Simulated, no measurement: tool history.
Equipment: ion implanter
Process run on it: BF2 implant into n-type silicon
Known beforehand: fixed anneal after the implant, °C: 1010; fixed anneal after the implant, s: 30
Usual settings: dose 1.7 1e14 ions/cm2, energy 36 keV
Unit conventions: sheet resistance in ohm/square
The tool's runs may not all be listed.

run	hour	dose	energy	read-back reference wafer on the same gauge, sheet resistance	sheet resistance
1	0	1.7	36	532.3	565.03
2	42.1	1.7	36	531.54	561.92
3	126.7	1.7	36	531.83	549.5
4	231.9	1.7	36	531.89	562.23
5	318.9	1.7	36	531.78	562.78
6	394.7	1.7	36	532.56	565.92
7	462.4	1.7	36	531.39	565.25
8	533.6	1.7	36	531.66	563.14
9	588.5	1.7	36	532.06	568.48
10	673.3	1.7	36	532.64	557.22
11	771.8	1.7	36	532.14	562.29
12	823.5	1.7	36	531.79	563.17
13	864.7	1.7	36	532.11	565.66
14	1073.5	1.7	36	531.94	571.25
15	1163.6	1.28	40.5	531.86	709.27
16	1246.7	1.7	36	532.1	548.19
17	1292.2	1.91	44	531.39	495.77
18	1359.7	1.7	36	531.47	558.02
19	1403.1	1.7	45	532.35	546.5
20	1491.7	2.04	36	531.68	487.38
21	1586.8	1.56	43	531.94	593.7
22	1639.7	1.38	23.5	531.76	711.1
23	1705.1	1.32	36	532.49	699.61
24	1793.5	2.05	40	532.47	481.17
25	2098.9	1.7	36	531.88	550.69
26	2163.9	1.54	36	531.95	610.52
27	2236.7	1.36	42.5	531.98	659.36
28	2314.8	1.7	36	531.8	561.37
29	2414.1	1.87	44	531.89	509.32

Put back what was entered between runs (6 entries, withheld): which listed runs does each sit between, and how does the hidden state differ from the listed run before to the listed run after?
Runs 2 to 3: Faraday cup replaced and dose calibrated (hour 85.7)
  deviation of the true dose from the Faraday cup's reading, %: -5.04 -> -1.17
  what was measured, less what the result would be without the hidden state, sheet resistance: +23 -> +5.21 ohm/square
Runs 9 to 10: Faraday cup replaced and dose calibrated (hour 625.8)
  deviation of the true dose from the Faraday cup's reading, %: -5.03 -> -2.31
  what was measured, less what the result would be without the hidden state, sheet resistance: +23.2 -> +10.41 ohm/square
Runs 13 to 14: gauge calibrated (hour 1005.8)
  deviation of the true dose from the Faraday cup's reading, %: -4.85 -> -5.89
  what was measured, less what the result would be without the hidden state, sheet resistance: +22.26 -> +27.33 ohm/square
Runs 15 to 16: Faraday cup replaced and dose calibrated (hour 1178.8); extraction supply calibrated (hour 1222.7)
  deviation of the true dose from the Faraday cup's reading, %: -6.1 -> -1.74
  what was measured, less what the result would be without the hidden state, sheet resistance: +34.62 -> +7.73 ohm/square
Runs 24 to 25: Faraday cup replaced and dose calibrated (hour 1868.8)
  deviation of the true dose from the Faraday cup's reading, %: -5.25 -> -2.8
  what was measured, less what the result would be without the hidden state, sheet resistance: +20.63 -> +12.48 ohm/square

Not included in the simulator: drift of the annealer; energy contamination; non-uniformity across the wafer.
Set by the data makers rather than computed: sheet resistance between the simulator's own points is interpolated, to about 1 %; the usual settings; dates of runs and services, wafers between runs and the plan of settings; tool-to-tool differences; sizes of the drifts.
